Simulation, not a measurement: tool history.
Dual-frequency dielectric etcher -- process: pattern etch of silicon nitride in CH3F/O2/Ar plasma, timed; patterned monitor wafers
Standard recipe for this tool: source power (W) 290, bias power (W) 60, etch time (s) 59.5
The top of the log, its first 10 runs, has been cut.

run    hour  source power (W)  bias power (W)  etch time (s)  wafers since the last listed run  hours since the last wet clean  hours since the last source power generator calibration  hours since the last bias power generator calibration  hours since the last upper electrode change  hours since the gauge calibration  read-back reference wafer on the same gauge, depth_nm  mean etch depth across the wafer (angstrom)
      478.5  -- upper electrode replaced
      499.7  -- wet clean of the chamber
 11   500.2               320              68           59.5                               200                             0.5                                                   1421.7                                                 1441.7                                         21.7                             1386.9                                                   29.5                                        393.4
 12   507.8               240              52           59.5                                58                             8.1                                                   1429.3                                                 1449.3                                         29.3                             1394.5                                                  29.46                                        287.1
 13   548.2               290              60           59.5                               311                            48.5                                                   1469.7                                                 1489.7                                         69.7                             1434.9                                                  29.54                                        351.2
 14   602.2               350              48           59.5                               416                           102.5                                                   1523.7                                                 1543.7                                        123.7                             1488.9                                                  29.53                                        344.8
 15     635               240              60           73.5                               253                           135.3                                                   1556.5                                                 1576.5                                        156.5                             1521.7                                                  29.53                                        391.4
      677.7  -- bias power generator calibrated
 16   684.4               340              69             54                               350                           184.7                                                   1605.9                                                    6.7                                        205.9                             1571.1                                                  29.47                                        382.3
      723.2  -- gauge calibrated
 17   752.1               290              60           59.5                               522                           252.4                                                   1673.6                                                   74.4                                        273.6                               28.9                                                  29.53                                        360.6
 18   783.1               290              64           59.5                               239                           283.4                                                   1704.6                                                  105.4                                        304.6                               59.9                                                  29.47                                        373.7
 19   843.8               350              48             45                               468                           344.1                                                   1765.3                                                  166.1                                        365.3                              120.6                                                  29.51                                        269.2
 20     881               220              60           59.5                               287                           381.3                                                   1802.5                                                  203.3                                        402.5                              157.8                                                  29.54                                        307.4
 21   916.4               250              60           59.5                               273                           416.7                                                   1837.9                                                  238.7                                        437.9                              193.2                                                  29.44                                        334.3
        943  -- wet clean of the chamber
 22   983.4               290              60           59.5                               332                            40.4                                                   1904.9                                                  305.7                                        504.9                              260.2                                                  29.49                                        348.7
      988.3  -- source power generator calibrated
 23  1032.5               260              60           69.5                               348                            89.5                                                     44.2                                                  354.8                                          554                              309.3                                                  29.51                                        386.7

Predict the results of run 24:
 24  1068.2               290              60             72                               275                           125.2                                                     79.9                                                  390.5                                        589.7                                345                                                      ?                                            ?

Run 24 produced read-back reference wafer on the same gauge, depth_nm 29.49, mean etch depth across the wafer (angstrom) 423.6.
Had the tool carried no hidden state, the very same run would have given mean etch depth across the wafer (angstrom) 429.5.

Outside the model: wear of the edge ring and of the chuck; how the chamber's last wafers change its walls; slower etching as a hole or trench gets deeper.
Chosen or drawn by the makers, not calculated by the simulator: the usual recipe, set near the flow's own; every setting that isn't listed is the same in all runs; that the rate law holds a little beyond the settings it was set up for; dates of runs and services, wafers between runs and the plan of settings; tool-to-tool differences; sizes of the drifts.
